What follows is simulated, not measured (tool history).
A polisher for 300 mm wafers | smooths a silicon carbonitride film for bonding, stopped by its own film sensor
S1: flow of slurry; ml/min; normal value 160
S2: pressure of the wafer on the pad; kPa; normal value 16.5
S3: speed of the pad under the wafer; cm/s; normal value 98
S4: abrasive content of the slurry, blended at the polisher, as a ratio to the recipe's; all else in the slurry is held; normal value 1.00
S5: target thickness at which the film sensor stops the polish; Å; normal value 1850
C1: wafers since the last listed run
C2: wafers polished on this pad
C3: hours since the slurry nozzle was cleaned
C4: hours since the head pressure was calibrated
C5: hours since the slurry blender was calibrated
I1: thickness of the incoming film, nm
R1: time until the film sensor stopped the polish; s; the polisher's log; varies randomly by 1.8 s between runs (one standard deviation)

run 1 hour=0.0 | S1=160 S2=16.5 S3=98 S4=1.00 S5=1960 | C1=0 C2=1097 C3=0.1 C4=724.0 C5=134.8 | I1=230.1 | R1=165.7
-- hour=25.8 head pressure recalibrated
run 2 hour=56.1 | S1=160 S2=16.5 S3=98 S4=1.00 S5=1750 | C1=454 C2=1551 C3=56.2 C4=30.3 C5=190.9 | I1=229.4 | R1=268.6
run 3 hour=102.7 | S1=160 S2=16.5 S3=98 S4=1.00 S5=1850 | C1=391 C2=1943 C3=102.8 C4=76.9 C5=237.5 | I1=230.2 | R1=223.4
-- hour=141.8 slurry blender recalibrated
run 4 hour=145.3 | S1=160 S2=16.5 S3=98 S4=1.00 S5=1850 | C1=340 C2=2283 C3=145.4 C4=119.5 C5=3.5 | I1=234.7 | R1=251.2
-- hour=185.8 worn pad replaced by a new one
run 5 hour=213.9 | S1=160 S2=16.5 S3=98 S4=1.00 S5=1850 | C1=542 C2=235 C3=214.0 C4=188.1 C5=72.1 | I1=227.6 | R1=207.5
run 6 hour=275.1 | S1=160 S2=16.5 S3=98 S4=1.00 S5=1850 | C1=513 C2=749 C3=275.2 C4=249.3 C5=133.3 | I1=228.6 | R1=217.5
run 7 hour=336.2 | S1=195 S2=16.5 S3=98 S4=0.80 S5=1850 | C1=512 C2=1261 C3=336.3 C4=310.4 C5=194.4 | I1=227.0 | R1=234.2
-- hour=404.0 slurry blender recalibrated
run 8 hour=425.9 | S1=160 S2=16.5 S3=98 S4=1.00 S5=1850 | C1=736 C2=1998 C3=426.0 C4=400.1 C5=21.9 | I1=230.7 | R1=247.8
-- hour=481.5 slurry nozzle cleaned
-- hour=503.2 worn pad replaced by a new one
run 9 hour=503.7 | S1=160 S2=16.5 S3=98 S4=1.00 S5=1850 | C1=610 C2=4 C3=22.2 C4=477.9 C5=99.7 | I1=231.9 | R1=223.1
run 10 hour=583.7 | S1=160 S2=16.5 S3=98 S4=0.90 S5=1850 | C1=671 C2=675 C3=102.2 C4=557.9 C5=179.7 | I1=228.7 | R1=224.4
run 11 hour=683.1 | S1=160 S2=16.5 S3=98 S4=0.90 S5=1850 | C1=834 C2=1509 C3=201.6 C4=657.3 C5=279.1 | I1=232.3 | R1=249.6
-- hour=700.3 head pressure recalibrated
-- hour=711.2 slurry blender recalibrated
-- hour=786.0 worn pad replaced by a new one
run 12 hour=788.8 | S1=160 S2=12.4 S3=98 S4=1.15 S5=1850 | C1=819 C2=23 C3=307.3 C4=88.5 C5=77.6 | I1=233.3 | R1=291.5
run 13 hour=849.7 | S1=200 S2=19.3 S3=98 S4=0.85 S5=1790 | C1=511 C2=534 C3=368.2 C4=149.4 C5=138.5 | I1=233.7 | R1=249.0
run 14 hour=897.3 | S1=140 S2=16.5 S3=98 S4=0.70 S5=1850 | C1=399 C2=933 C3=415.8 C4=197.0 C5=186.1 | I1=229.2 | R1=291.3
run 15 hour=946.3 | S1=135 S2=16.5 S3=84 S4=1.00 S5=1850 | C1=411 C2=1345 C3=464.8 C4=246.0 C5=235.1 | I1=233.1 | R1=310.4
run 16 hour=985.7 | S1=160 S2=13.8 S3=98 S4=1.00 S5=1850 | C1=330 C2=1675 C3=504.2 C4=285.4 C5=274.5 | I1=230.4 | R1=298.6

The next listed run, before its measurement:
-- hour=1021.9 slurry nozzle cleaned
run 17 hour=1041.0 | S1=160 S2=16.5 S3=122 S4=1.00 S5=1760 | C1=455 C2=2131 C3=19.1 C4=340.7 C5=329.8 | I1=224.7 | R1=?

R1: 201.1 s
Without the tool's hidden state the same run would have given R1 189.6 s.
